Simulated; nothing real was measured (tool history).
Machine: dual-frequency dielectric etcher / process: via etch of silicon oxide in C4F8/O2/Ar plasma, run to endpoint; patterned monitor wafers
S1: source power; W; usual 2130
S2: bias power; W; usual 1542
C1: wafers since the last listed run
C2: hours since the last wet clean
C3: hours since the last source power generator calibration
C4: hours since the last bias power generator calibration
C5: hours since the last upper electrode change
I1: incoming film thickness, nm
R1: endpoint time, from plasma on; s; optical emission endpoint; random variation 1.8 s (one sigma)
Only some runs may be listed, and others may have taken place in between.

{"run": 1, "day": 0.0, "S1": 2130, "S2": 1542, "C1": 0, "C2": 155.8, "C3": 1786.4, "C4": 2204.2, "C5": 2375.4, "I1": 1290.8, "R1": 289.7}
{"run": 2, "day": 0.275, "S1": 1830, "S2": 1542, "C1": 24, "C2": 162.4, "C3": 1793.0, "C4": 2210.8, "C5": 2382.0, "I1": 1293.0, "R1": 307.4}
{"run": 3, "day": 1.008, "S1": 1830, "S2": 1542, "C1": 65, "C2": 180.0, "C3": 1810.6, "C4": 2228.4, "C5": 2399.6, "I1": 1303.6, "R1": 310.9}
{"run": 4, "day": 1.392, "S1": 2130, "S2": 1542, "C1": 34, "C2": 189.2, "C3": 1819.8, "C4": 2237.6, "C5": 2408.8, "I1": 1290.4, "R1": 291.9}
{"run": 5, "day": 3.458, "S1": 2130, "S2": 1542, "C1": 185, "C2": 238.8, "C3": 1869.4, "C4": 2287.2, "C5": 2458.4, "I1": 1280.8, "R1": 290.5}
{"run": 6, "day": 3.85, "S1": 2130, "S2": 1542, "C1": 35, "C2": 248.2, "C3": 1878.8, "C4": 2296.6, "C5": 2467.8, "I1": 1296.7, "R1": 293.3}
{"run": 7, "day": 4.121, "S1": 2130, "S2": 1542, "C1": 24, "C2": 254.7, "C3": 1885.3, "C4": 2303.1, "C5": 2474.3, "I1": 1305.4, "R1": 299.7}
{"run": 8, "day": 4.538, "S1": 2130, "S2": 1253, "C1": 37, "C2": 264.7, "C3": 1895.3, "C4": 2313.1, "C5": 2484.3, "I1": 1299.6, "R1": 316.6}
{"run": 9, "day": 5.033, "S1": 2130, "S2": 1446, "C1": 44, "C2": 276.6, "C3": 1907.2, "C4": 2325.0, "C5": 2496.2, "I1": 1284.8, "R1": 299.8}
{"day": 6.038, "done": "bias power generator calibrated"}
{"day": 6.083, "done": "upper electrode replaced"}
{"run": 10, "day": 6.104, "S1": 2130, "S2": 1446, "C1": 77, "C2": 302.3, "C3": 1932.9, "C4": 1.6, "C5": 0.5, "I1": 1286.1, "R1": 303.1}
{"run": 11, "day": 6.246, "S1": 2130, "S2": 1446, "C1": 12, "C2": 305.7, "C3": 1936.3, "C4": 5.0, "C5": 3.9, "I1": 1291.9, "R1": 304.6}
{"run": 12, "day": 6.988, "S1": 2130, "S2": 1542, "C1": 66, "C2": 323.5, "C3": 1954.1, "C4": 22.8, "C5": 21.7, "I1": 1294.7, "R1": 298.2}
{"run": 13, "day": 7.5, "S1": 2130, "S2": 1542, "C1": 46, "C2": 335.8, "C3": 1966.4, "C4": 35.1, "C5": 34.0, "I1": 1278.7, "R1": 298.3}
{"day": 7.988, "done": "source power generator calibrated"}
{"run": 14, "day": 8.125, "S1": 2130, "S2": 1542, "C1": 41, "C2": 350.8, "C3": 3.3, "C4": 50.1, "C5": 49.0, "I1": 1307.4, "R1": 300.7}
{"run": 15, "day": 8.496, "S1": 2350, "S2": 1542, "C1": 33, "C2": 359.7, "C3": 12.2, "C4": 59.0, "C5": 57.9, "I1": 1302.9, "R1": 290.6}
{"run": 16, "day": 9.05, "S1": 2130, "S2": 1542, "C1": 49, "C2": 373.0, "C3": 25.5, "C4": 72.3, "C5": 71.2, "I1": 1293.8, "R1": 299.3}
{"run": 17, "day": 9.421, "S1": 2450, "S2": 1843, "C1": 33, "C2": 381.9, "C3": 34.4, "C4": 81.2, "C5": 80.1, "I1": 1297.3, "R1": 271.7}
{"day": 10.8, "done": "wet clean of the chamber"}
{"run": 18, "day": 10.821, "S1": 2450, "S2": 1435, "C1": 35, "C2": 0.5, "C3": 68.0, "C4": 114.8, "C5": 113.7, "I1": 1300.1, "R1": 275.7}
{"run": 19, "day": 10.833, "S1": 2130, "S2": 1542, "C1": 1, "C2": 0.8, "C3": 68.3, "C4": 115.1, "C5": 114.0, "I1": 1297.1, "R1": 278.5}
{"run": 20, "day": 11.358, "S1": 2360, "S2": 1421, "C1": 47, "C2": 13.4, "C3": 80.9, "C4": 127.7, "C5": 126.6, "I1": 1298.5, "R1": 282.0}
{"run": 21, "day": 11.679, "S1": 2130, "S2": 1542, "C1": 28, "C2": 21.1, "C3": 88.6, "C4": 135.4, "C5": 134.3, "I1": 1287.4, "R1": 278.6}
{"run": 22, "day": 12.0, "S1": 2130, "S2": 1542, "C1": 28, "C2": 28.8, "C3": 96.3, "C4": 143.1, "C5": 142.0, "I1": 1291.3, "R1": 282.6}
{"run": 23, "day": 12.35, "S1": 2130, "S2": 1752, "C1": 31, "C2": 37.2, "C3": 104.7, "C4": 151.5, "C5": 150.4, "I1": 1294.9, "R1": 273.6}
{"run": 24, "day": 12.625, "S1": 2580, "S2": 1834, "C1": 24, "C2": 43.8, "C3": 111.3, "C4": 158.1, "C5": 157.0, "I1": 1293.2, "R1": 253.3}
{"run": 25, "day": 14.217, "S1": 2130, "S2": 1867, "C1": 142, "C2": 82.0, "C3": 149.5, "C4": 196.3, "C5": 195.2, "I1": 1291.0, "R1": 268.2}
{"run": 26, "day": 14.742, "S1": 2130, "S2": 1542, "C1": 47, "C2": 94.6, "C3": 162.1, "C4": 208.9, "C5": 207.8, "I1": 1299.3, "R1": 290.9}
{"run": 27, "day": 15.121, "S1": 1970, "S2": 1696, "C1": 34, "C2": 103.7, "C3": 171.2, "C4": 218.0, "C5": 216.9, "I1": 1285.4, "R1": 284.2}
{"run": 28, "day": 15.508, "S1": 1890, "S2": 1340, "C1": 34, "C2": 113.0, "C3": 180.5, "C4": 227.3, "C5": 226.2, "I1": 1295.8, "R1": 310.1}
{"run": 29, "day": 16.15, "S1": 1990, "S2": 1350, "C1": 57, "C2": 128.4, "C3": 195.9, "C4": 242.7, "C5": 241.6, "I1": 1285.6, "R1": 302.5}
{"run": 30, "day": 16.5, "S1": 2130, "S2": 1542, "C1": 31, "C2": 136.8, "C3": 204.3, "C4": 251.1, "C5": 250.0, "I1": 1301.3, "R1": 287.3}
{"run": 31, "day": 17.196, "S1": 2570, "S2": 1542, "C1": 62, "C2": 153.5, "C3": 221.0, "C4": 267.8, "C5": 266.7, "I1": 1302.9, "R1": 272.2}
{"run": 32, "day": 17.688, "S1": 2130, "S2": 1542, "C1": 44, "C2": 165.3, "C3": 232.8, "C4": 279.6, "C5": 278.5, "I1": 1299.1, "R1": 287.4}
{"run": 33, "day": 18.304, "S1": 2430, "S2": 1683, "C1": 55, "C2": 180.1, "C3": 247.6, "C4": 294.4, "C5": 293.3, "I1": 1288.8, "R1": 264.5}
{"run": 34, "day": 18.925, "S1": 2370, "S2": 1168, "C1": 55, "C2": 195.0, "C3": 262.5, "C4": 309.3, "C5": 308.2, "I1": 1284.6, "R1": 299.5}
{"run": 35, "day": 19.229, "S1": 1870, "S2": 1542, "C1": 27, "C2": 202.3, "C3": 269.8, "C4": 316.6, "C5": 315.5, "I1": 1284.2, "R1": 297.1}
{"run": 36, "day": 19.854, "S1": 2320, "S2": 1655, "C1": 56, "C2": 217.3, "C3": 284.8, "C4": 331.6, "C5": 330.5, "I1": 1291.6, "R1": 273.5}

3 options for the next run, each taken on its own from the tool as it stands now. Forecast them:
{"run": "A", "day": 19.875, "S1": 1660, "S2": 1542, "C1": 1, "C2": 217.8, "C3": 285.3, "C4": 332.1, "C5": 331.0, "I1": 1300.8, "R1": "?"}
{"run": "B", "day": 19.875, "S1": 1760, "S2": 1683, "C1": 1, "C2": 217.8, "C3": 285.3, "C4": 332.1, "C5": 331.0, "I1": 1300.8, "R1": "?"}
{"run": "C", "day": 19.875, "S1": 2130, "S2": 1421, "C1": 1, "C2": 217.8, "C3": 285.3, "C4": 332.1, "C5": 331.0, "I1": 1300.8, "R1": "?"}

run=A R1=314.3
run=B R1=300.6
run=C R1=295.8
With the hidden condition removed and each run's random variation left untouched, the same runs would have given:
run=A R1=305.2
run=B R1=291.9
run=C R1=287.2

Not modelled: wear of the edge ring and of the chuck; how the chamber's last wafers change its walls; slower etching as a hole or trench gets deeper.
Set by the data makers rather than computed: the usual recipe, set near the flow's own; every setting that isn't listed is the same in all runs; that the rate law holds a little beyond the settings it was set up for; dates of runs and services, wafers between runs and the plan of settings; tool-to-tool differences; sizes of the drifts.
